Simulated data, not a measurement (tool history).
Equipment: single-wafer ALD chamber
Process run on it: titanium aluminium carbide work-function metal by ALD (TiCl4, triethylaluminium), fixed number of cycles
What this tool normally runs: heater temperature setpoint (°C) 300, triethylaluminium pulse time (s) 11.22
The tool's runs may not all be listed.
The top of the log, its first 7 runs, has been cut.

run	hour	heater temperature setpoint (°C)	triethylaluminium pulse time (s)	read-back reference wafer on the same gauge, thickness_nm	mean film thickness on the monitor wafer (nm)
# hour 519.4: gauge calibrated
8	551.2	300	11.22	2.330	2.027
9	606.7	300	11.22	2.331	2.017
10	674.2	300	12.99	2.330	2.031
11	776.4	290	13.42	2.331	1.948
# hour 818.1: showerhead replaced
12	834.0	294	9.44	2.330	1.912
13	938.0	291	8.55	2.330	1.870
14	1139.3	294	8.69	2.329	1.872
# hour 1200.6: thermocouple changed; heater temperature recalibrated
15	1201.1	300	11.22	2.331	2.026
16	1300.5	288	15.70	2.331	1.972
17	1490.1	300	11.22	2.331	1.991
18	1587.9	310	11.22	2.330	2.062
19	1695.6	300	11.22	2.330	1.988
20	1796.8	292	8.97	2.330	1.854
21	1852.9	300	11.22	2.330	1.979
22	1905.3	288	8.76	2.329	1.826
# hour 1933.3: triethylaluminium bottle replaced
23	2007.1	300	8.97	2.331	1.974
24	2084.6	300	11.22	2.331	2.015
25	2126.0	307	15.54	2.329	2.101
26	2229.4	300	11.22	2.330	2.004
27	2316.4	306	12.91	2.331	2.060
# hour 2418.8: thermocouple changed; heater temperature recalibrated
28	2540.6	295	9.68	2.330	1.956
29	2594.0	289	8.90	2.330	1.881
30	2677.6	312	6.95	2.331	1.958
# hour 2696.9: gauge calibrated
31	2760.6	300	11.22	2.330	1.998
32	2822.0	300	11.22	2.330	1.991

Here are 4 independent what-if runs from the current tool condition. What would each one return?
A	2822.4	300	14.96	?	?
B	2822.4	287	11.22	?	?
C	2822.4	300	7.05	?	?
D	2822.4	304	14.78	?	?

run	read-back reference wafer on the same gauge, thickness_nm	mean film thickness on the monitor wafer (nm)
A	2.330	2.036
B	2.330	1.889
C	2.330	1.867
D	2.330	2.066
What these runs would have given with no unlogged condition in the tool:
run	mean film thickness on the monitor wafer (nm)
A	2.091
B	1.962
C	1.980
D	2.122
